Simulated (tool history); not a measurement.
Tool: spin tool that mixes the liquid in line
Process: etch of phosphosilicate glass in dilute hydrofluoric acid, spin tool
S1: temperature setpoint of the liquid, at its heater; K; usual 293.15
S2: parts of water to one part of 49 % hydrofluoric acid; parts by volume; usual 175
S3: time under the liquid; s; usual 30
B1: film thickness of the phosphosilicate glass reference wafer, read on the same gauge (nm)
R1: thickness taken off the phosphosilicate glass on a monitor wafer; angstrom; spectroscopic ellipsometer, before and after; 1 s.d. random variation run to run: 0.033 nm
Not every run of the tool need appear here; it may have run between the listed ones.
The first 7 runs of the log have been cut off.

run,hour,S1,S2,S3,B1,R1
# hour 464.3: thermometer replaced
8,480.4,293.15,200,30,29.99,68.7
9,557.7,293.15,200,30,29.99,67.8
10,660.7,291.65,175,30,30.02,75.0
11,732.3,291.65,175,30,29.99,74.9
12,796.5,296.65,120,25,30.01,117.0
13,845.4,294.65,130,30,30.00,117.9
# hour 856.4: hydrofluoric acid flow meter replaced
14,959.6,293.15,145,30,29.99,101.3
15,996.5,293.15,175,30,29.97,81.6
16,1097.7,290.15,175,45,29.99,106.8
17,1187.5,293.15,175,30,30.00,80.6
18,1295.5,291.65,175,30,30.00,75.3

Expected results for the next run?
# hour 1382.4: thermometer replaced
19,1391.4,290.15,245,20,?,?

B1: 30.01
R1: 32.6 angstrom
Minus the tool's unlogged condition, the same run would have read R1 33.0 angstrom.

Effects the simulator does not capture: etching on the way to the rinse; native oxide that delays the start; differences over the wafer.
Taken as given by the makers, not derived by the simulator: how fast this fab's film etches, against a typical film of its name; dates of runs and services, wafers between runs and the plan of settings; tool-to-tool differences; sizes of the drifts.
